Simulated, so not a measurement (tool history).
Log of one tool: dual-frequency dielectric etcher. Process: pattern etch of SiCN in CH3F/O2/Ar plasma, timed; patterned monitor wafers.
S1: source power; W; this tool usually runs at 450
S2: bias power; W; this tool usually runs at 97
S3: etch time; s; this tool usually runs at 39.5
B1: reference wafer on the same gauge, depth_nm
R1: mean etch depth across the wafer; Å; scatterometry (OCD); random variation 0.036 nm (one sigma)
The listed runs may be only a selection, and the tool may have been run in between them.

| run | hour | S1 | S2 | S3 | B1 | R1 |
|---|---|---|---|---|---|---|
| 1 | 0 | 450 | 97 | 39.5 | 15.22 | 154.6 |
| 2 | 104.1 | 450 | 97 | 39.5 | 15.2 | 154.6 |
| 3 | 199.6 | 450 | 97 | 39.5 | 15.2 | 153.6 |
| 4 | 247.4 | 450 | 97 | 39.5 | 15.2 | 153.5 |
| 5 | 330.5 | 450 | 97 | 39.5 | 15.21 | 153.6 |
|  | 383.3 | wet clean of the chamber |
| 6 | 383.8 | 450 | 97 | 39.5 | 15.21 | 155.6 |
| 7 | 482.7 | 450 | 86 | 39.5 | 15.2 | 149.6 |
| 8 | 521.2 | 450 | 86 | 39.5 | 15.2 | 149.8 |
| 9 | 564 | 500 | 97 | 39.5 | 15.2 | 163.8 |
| 10 | 622.4 | 450 | 97 | 39.5 | 15.22 | 154.5 |
| 11 | 673.1 | 450 | 97 | 39.5 | 15.21 | 154.1 |
| 12 | 746.2 | 450 | 97 | 39.5 | 15.2 | 153.5 |
| 13 | 799.3 | 450 | 97 | 39.5 | 15.22 | 153.2 |
| 14 | 868.1 | 450 | 97 | 39.5 | 15.21 | 152.7 |
|  | 925.9 | wet clean of the chamber |
| 15 | 954.5 | 450 | 97 | 39.5 | 15.2 | 155.6 |
| 16 | 1004.3 | 360 | 97 | 44.5 | 15.2 | 152.2 |
| 17 | 1097.5 | 450 | 97 | 39.5 | 15.21 | 154.9 |
|  | 1121 | gauge calibrated |
|  | 1159.8 | source power generator calibrated |
|  | 1186.8 | bias power generator calibrated |
| 18 | 1195 | 450 | 107 | 39.5 | 15.2 | 159.8 |
|  | 1292.2 | upper electrode replaced |
| 19 | 1292.7 | 480 | 97 | 47.5 | 15.18 | 191.8 |
| 20 | 1318.5 | 450 | 97 | 39.5 | 15.19 | 153.8 |

What will run 21 give?
| 21 | 1378.8 | 450 | 97 | 39.5 | ? | ? |

B1: 15.19
R1: 153.6 Å
If the tool had no hidden condition, the same run with the same run-to-run variation would have returned R1 155.9 Å.
